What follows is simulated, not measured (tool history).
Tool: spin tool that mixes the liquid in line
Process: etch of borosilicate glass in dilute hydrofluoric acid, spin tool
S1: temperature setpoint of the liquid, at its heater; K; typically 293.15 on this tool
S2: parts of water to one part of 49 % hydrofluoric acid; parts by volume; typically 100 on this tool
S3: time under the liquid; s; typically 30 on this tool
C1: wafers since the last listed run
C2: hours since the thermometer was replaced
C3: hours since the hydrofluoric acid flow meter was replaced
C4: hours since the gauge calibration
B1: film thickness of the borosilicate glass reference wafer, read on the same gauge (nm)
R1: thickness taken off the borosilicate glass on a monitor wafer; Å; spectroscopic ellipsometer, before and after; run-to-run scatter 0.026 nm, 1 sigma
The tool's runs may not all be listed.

run	day	S1	S2	S3	C1	C2	C3	C4	B1	R1
1	0.000	293.15	90	30	0	616.9	506.6	594.8	81.14	94.7
2	1.388	293.15	100	45	392	650.2	539.9	628.1	81.23	126.7
3	7.492	293.15	100	45	1727	796.7	686.4	774.6	81.58	128.0
4	9.983	293.15	100	45	705	856.5	746.2	834.4	81.69	127.8
5	18.862	293.15	100	30	2512	1069.6	959.3	1047.5	82.23	85.9
# day 19.471: gauge calibrated
6	20.154	293.15	100	30	365	1100.6	990.3	16.4	80.25	83.5
7	22.875	296.15	100	30	769	1165.9	1055.6	81.7	80.41	94.8
8	25.796	296.15	100	30	826	1236.0	1125.7	151.8	80.56	94.8
9	28.129	296.15	100	30	660	1292.0	1181.7	207.8	80.73	94.6
10	29.162	293.15	100	30	292	1316.8	1206.5	232.6	80.76	83.9
11	31.212	293.15	100	30	580	1366.0	1255.7	281.8	80.91	84.0
12	32.638	293.15	100	30	403	1400.2	1289.9	316.0	80.96	84.7
13	34.788	293.15	100	30	608	1451.8	1341.5	367.6	81.08	84.5
# day 36.500: thermometer replaced
14	37.133	290.65	100	30	651	15.2	1397.8	423.9	81.26	76.2
15	39.575	293.15	100	30	690	73.8	1456.4	482.5	81.38	84.5
16	42.375	293.15	100	30	792	141.0	1523.6	549.7	81.55	85.1
17	44.533	293.15	150	35	610	192.8	1575.4	601.5	81.66	62.8
# day 44.708: hydrofluoric acid flow meter replaced
18	45.900	296.65	100	30	374	225.6	28.6	634.3	81.74	97.8
19	47.300	293.15	100	30	396	259.2	62.2	667.9	81.82	84.7
20	49.354	291.65	100	15	581	308.5	111.5	717.2	81.93	40.2
21	51.250	293.15	100	30	536	354.0	157.0	762.7	82.07	85.7
22	52.596	293.15	80	30	380	386.3	189.3	795.0	82.14	109.2
23	53.717	297.65	100	25	317	413.2	216.2	821.9	82.21	85.7
24	56.179	291.65	140	45	696	472.3	275.3	881.0	82.34	82.2
25	58.271	293.15	100	30	591	522.5	325.5	931.2	82.46	85.9
26	60.212	293.15	85	35	549	569.1	372.1	977.8	82.57	120.1
27	62.350	290.65	120	30	604	620.4	423.4	1029.1	82.70	63.3
28	64.742	290.15	100	30	676	677.8	480.8	1086.5	82.83	75.7
29	67.667	296.65	120	35	827	748.0	551.0	1156.7	83.02	94.7
# day 68.462: gauge calibrated
30	68.854	290.15	55	15	336	776.5	579.5	9.4	79.71	69.7
31	71.142	293.15	100	30	647	831.4	634.4	64.3	79.83	82.9
32	72.571	294.65	55	35	404	865.7	668.7	98.6	79.91	197.7

Branching from run 32: 5 alternative next runs. What would each branch give?
A	72.588	293.15	100	30	4	866.1	669.1	99.0	?	?
B	72.588	290.15	145	45	4	866.1	669.1	99.0	?	?
C	72.588	294.65	100	40	4	866.1	669.1	99.0	?	?
D	72.588	290.15	100	35	4	866.1	669.1	99.0	?	?
E	72.588	294.65	100	30	4	866.1	669.1	99.0	?	?

run	B1	R1
A	79.92	83.3
B	79.92	72.7
C	79.92	118.1
D	79.92	85.8
E	79.92	88.6
Had the tool no hidden state, the same runs would have come out as:
run	R1
A	83.4
B	72.8
C	118.2
D	85.9
E	88.7
